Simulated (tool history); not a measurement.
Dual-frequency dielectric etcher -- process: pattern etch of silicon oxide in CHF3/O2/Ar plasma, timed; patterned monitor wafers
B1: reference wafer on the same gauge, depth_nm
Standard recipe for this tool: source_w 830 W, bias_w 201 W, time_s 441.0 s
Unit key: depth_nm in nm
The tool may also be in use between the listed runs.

run 1 hour=0.0 | source_w=830 bias_w=201 time_s=441.0 | B1=1091.8 | depth_nm=964.2
run 2 hour=80.6 | source_w=830 bias_w=201 time_s=441.0 | B1=1091.6 | depth_nm=964.3
run 3 hour=172.5 | source_w=830 bias_w=201 time_s=441.0 | B1=1092.0 | depth_nm=961.4
run 4 hour=213.7 | source_w=750 bias_w=188 time_s=441.0 | B1=1091.1 | depth_nm=907.0
run 5 hour=264.6 | source_w=830 bias_w=201 time_s=498.5 | B1=1092.5 | depth_nm=1088.9
run 6 hour=342.3 | source_w=830 bias_w=201 time_s=498.5 | B1=1092.1 | depth_nm=1102.2
run 7 hour=405.4 | source_w=830 bias_w=201 time_s=498.5 | B1=1092.1 | depth_nm=1105.7
-- hour=602.7 bias power generator calibrated
-- hour=608.1 wet clean of the chamber
run 8 hour=662.5 | source_w=830 bias_w=201 time_s=441.0 | B1=1091.6 | depth_nm=977.9
-- hour=706.6 gauge calibrated
run 9 hour=762.9 | source_w=830 bias_w=201 time_s=441.0 | B1=1092.5 | depth_nm=976.3
run 10 hour=850.1 | source_w=830 bias_w=201 time_s=441.0 | B1=1091.1 | depth_nm=977.0
run 11 hour=930.0 | source_w=830 bias_w=201 time_s=441.0 | B1=1092.2 | depth_nm=977.5
run 12 hour=980.2 | source_w=830 bias_w=201 time_s=441.0 | B1=1092.1 | depth_nm=971.4
run 13 hour=1026.4 | source_w=830 bias_w=201 time_s=570.0 | B1=1091.3 | depth_nm=1260.1
run 14 hour=1114.2 | source_w=830 bias_w=180 time_s=441.0 | B1=1092.0 | depth_nm=934.3
-- hour=1165.2 wet clean of the chamber
-- hour=1173.7 source power generator calibrated
-- hour=1300.4 upper electrode replaced
run 15 hour=1427.2 | source_w=830 bias_w=201 time_s=441.0 | B1=1092.6 | depth_nm=961.9
run 16 hour=1502.7 | source_w=830 bias_w=184 time_s=568.0 | B1=1092.2 | depth_nm=1202.5
run 17 hour=1601.1 | source_w=970 bias_w=160 time_s=493.0 | B1=1092.3 | depth_nm=1041.3
run 18 hour=1646.1 | source_w=830 bias_w=216 time_s=499.5 | B1=1092.1 | depth_nm=1121.5
run 19 hour=1688.8 | source_w=760 bias_w=201 time_s=369.5 | B1=1092.2 | depth_nm=785.7
-- hour=1716.0 wet clean of the chamber
run 20 hour=1748.0 | source_w=830 bias_w=170 time_s=441.0 | B1=1092.1 | depth_nm=906.3
run 21 hour=1811.4 | source_w=830 bias_w=201 time_s=441.0 | B1=1092.3 | depth_nm=968.6
run 22 hour=1905.3 | source_w=990 bias_w=244 time_s=316.0 | B1=1091.8 | depth_nm=790.9
run 23 hour=1978.8 | source_w=830 bias_w=201 time_s=441.0 | B1=1092.5 | depth_nm=964.0
run 24 hour=2048.6 | source_w=830 bias_w=201 time_s=368.0 | B1=1091.4 | depth_nm=809.2
run 25 hour=2136.5 | source_w=890 bias_w=246 time_s=441.0 | B1=1092.1 | depth_nm=1069.0
run 26 hour=2221.5 | source_w=910 bias_w=163 time_s=441.0 | B1=1092.3 | depth_nm=927.1
-- hour=2251.0 wet clean of the chamber
run 27 hour=2275.6 | source_w=670 bias_w=162 time_s=533.5 | B1=1092.3 | depth_nm=1008.3
run 28 hour=2315.8 | source_w=830 bias_w=168 time_s=529.0 | B1=1092.1 | depth_nm=1083.2
run 29 hour=2354.8 | source_w=730 bias_w=182 time_s=569.5 | B1=1092.1 | depth_nm=1158.0

Here are 4 independent what-if runs from the current tool condition. What would each one return?
run A hour=2355.3 | source_w=830 bias_w=181 time_s=441.0 | B1=? | depth_nm=?
run B hour=2355.3 | source_w=770 bias_w=242 time_s=441.0 | B1=? | depth_nm=?
run C hour=2355.3 | source_w=830 bias_w=250 time_s=441.0 | B1=? | depth_nm=?
run D hour=2355.3 | source_w=830 bias_w=155 time_s=517.5 | B1=? | depth_nm=?

run=A B1=1092.2 depth_nm=934.8
run=B B1=1092.2 depth_nm=1016.9
run=C B1=1092.2 depth_nm=1055.1
run=D B1=1092.2 depth_nm=1036.7
Take away the tool's hidden state, keep each run's random variation, and the runs would have read:
run=A depth_nm=932.8
run=B depth_nm=1014.7
run=C depth_nm=1052.8
run=D depth_nm=1034.3
